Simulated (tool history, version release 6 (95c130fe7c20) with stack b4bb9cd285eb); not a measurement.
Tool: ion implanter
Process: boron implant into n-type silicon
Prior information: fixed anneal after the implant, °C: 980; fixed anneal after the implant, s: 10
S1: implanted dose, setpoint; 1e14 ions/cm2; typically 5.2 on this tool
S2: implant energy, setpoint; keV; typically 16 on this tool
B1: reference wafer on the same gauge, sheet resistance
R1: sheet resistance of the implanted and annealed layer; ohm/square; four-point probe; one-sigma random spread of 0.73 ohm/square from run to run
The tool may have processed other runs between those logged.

run	day	S1	S2	B1	R1
1	0	5.2	16	201.08	210.67
2	1.062	5.2	16	200.78	208.18
3	1.704	5.2	16	200.92	209.41
4	2.229	4.58	13.5	200.83	235.73
5	3.5	4.58	13.5	201.19	234.94
6	4.188	4.58	13.5	200.64	235.49
7	5.592	5.2	18.5	200.64	208.26
8	6.671	5.2	18.5	201.02	209.53
9	7.308	5.76	16	201.11	193.02
10	8	5.76	16	201.06	194.22
11	9.029	5.2	16	200.97	209.76
# day 9.55: Faraday cup replaced and dose calibrated
# day 10.042: gauge calibrated
12	10.504	5.2	16	200.98	203.86
13	12	5.93	16	200.92	183.57
# day 13.354: extraction supply calibrated
14	13.492	5.2	16	201.14	205.38
15	14.608	6.15	13.5	201.09	181.06
16	15.571	6.07	16	201.13	181.21
17	16.708	5.2	11.5	201	207.77
18	18.188	5.73	19	200.88	188.68
19	19.154	4.36	16	201.13	235.75
20	19.929	5.2	20.5	201.03	203.4
21	20.604	6.67	16	201.11	169.34
22	21.125	5.2	16	200.92	204.91
23	22.25	5.2	16	201.03	206.01
24	23.258	5.2	21	200.78	202.99
25	23.758	5.2	19	200.9	204.79
26	24.288	4.75	11.5	201.25	223.79
27	24.854	5.2	16	200.89	206.13
28	26.262	4.21	20.5	200.98	241.29
29	26.925	6.09	13	200.85	184.31

Each row is a separate what-if for the run after 29, all from the same tool condition, not one after another. Results?
A	26.942	5.81	16	?	?
B	26.942	4.8	14	?	?
C	26.942	5.6	16	?	?
D	26.942	5.86	16	?	?

run	B1	R1
A	200.97	190.2
B	200.97	222.28
C	200.97	195.77
D	200.97	188.93
Had the tool no hidden state, the same runs would have come out as:
run	R1
A	187.43
B	218.96
C	192.91
D	186.17

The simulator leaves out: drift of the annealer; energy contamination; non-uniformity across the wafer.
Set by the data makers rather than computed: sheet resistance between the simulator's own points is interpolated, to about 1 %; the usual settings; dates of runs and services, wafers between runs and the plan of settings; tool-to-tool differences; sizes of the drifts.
